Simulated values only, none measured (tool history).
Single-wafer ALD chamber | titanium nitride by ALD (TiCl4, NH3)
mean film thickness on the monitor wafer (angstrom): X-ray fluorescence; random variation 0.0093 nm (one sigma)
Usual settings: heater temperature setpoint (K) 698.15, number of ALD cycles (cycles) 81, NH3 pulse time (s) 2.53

run	hour	heater temperature setpoint (K)	number of ALD cycles (cycles)	NH3 pulse time (s)	read-back reference wafer on the same gauge, thickness_nm	mean film thickness on the monitor wafer (angstrom)
1	0	690.15	81	2.53	1.995	17.04
2	12.2	690.15	81	2.53	1.997	16.97
3	27.3	701.15	81	2.53	1.997	17.17
4	54.8	701.15	81	2.53	1.997	17.3
5	78.9	698.15	81	2.53	2	17.3
6	93.8	698.15	81	2.53	2.002	17.3
7	112	698.15	81	2.53	2.002	17.25
8	142.4	698.15	81	2.53	2.005	17.2
9	167.1	698.15	81	2.53	2.006	17.27
10	181.8	698.15	81	2.53	2.008	17.24
11	203.6	698.15	81	2.53	2.01	17.18
12	239.3	698.15	81	2.53	2.012	17.28
13	253.9	703.15	81	2.53	2.014	17.38
14	271.2	703.15	81	2.53	2.015	17.29
15	283.6	703.15	81	2.53	2.014	17.39
16	300.4	707.15	81	2.94	2.016	17.4
17	320.4	698.15	81	1.96	2.017	17.08
18	347.5	698.15	81	1.96	2.021	17.18
# hour 391.3: showerhead replaced
19	400.1	698.15	81	2.53	2.026	17.35
20	419.4	691.15	66	3.53	2.027	14.41
21	441.6	698.15	81	1.8	2.028	17.14
# hour 457.7: thermocouple changed; heater temperature recalibrated
22	467.1	705.15	73	2.53	2.027	15.79
23	481.3	689.15	70	1.76	2.029	14.84
24	501.6	698.15	67	3.08	2.031	14.49
25	534.4	698.15	68	2.53	2.035	14.59
# hour 555: gauge calibrated
26	569.2	698.15	88	2.08	1.984	18.28
27	596.4	698.15	81	3.28	1.987	17.16
28	614.9	684.15	69	2.53	1.988	14.55
29	646.9	698.15	81	2.53	1.992	17.06
30	665.5	711.15	71	1.61	1.992	14.69

Run 31 comes next. What will it give?
31	692	698.15	81	2.53	?	?

read-back reference wafer on the same gauge, thickness_nm: 1.992
mean film thickness on the monitor wafer (angstrom): 17.14
Without the tool's hidden state the same run would have given mean film thickness on the monitor wafer (angstrom) 17.1.
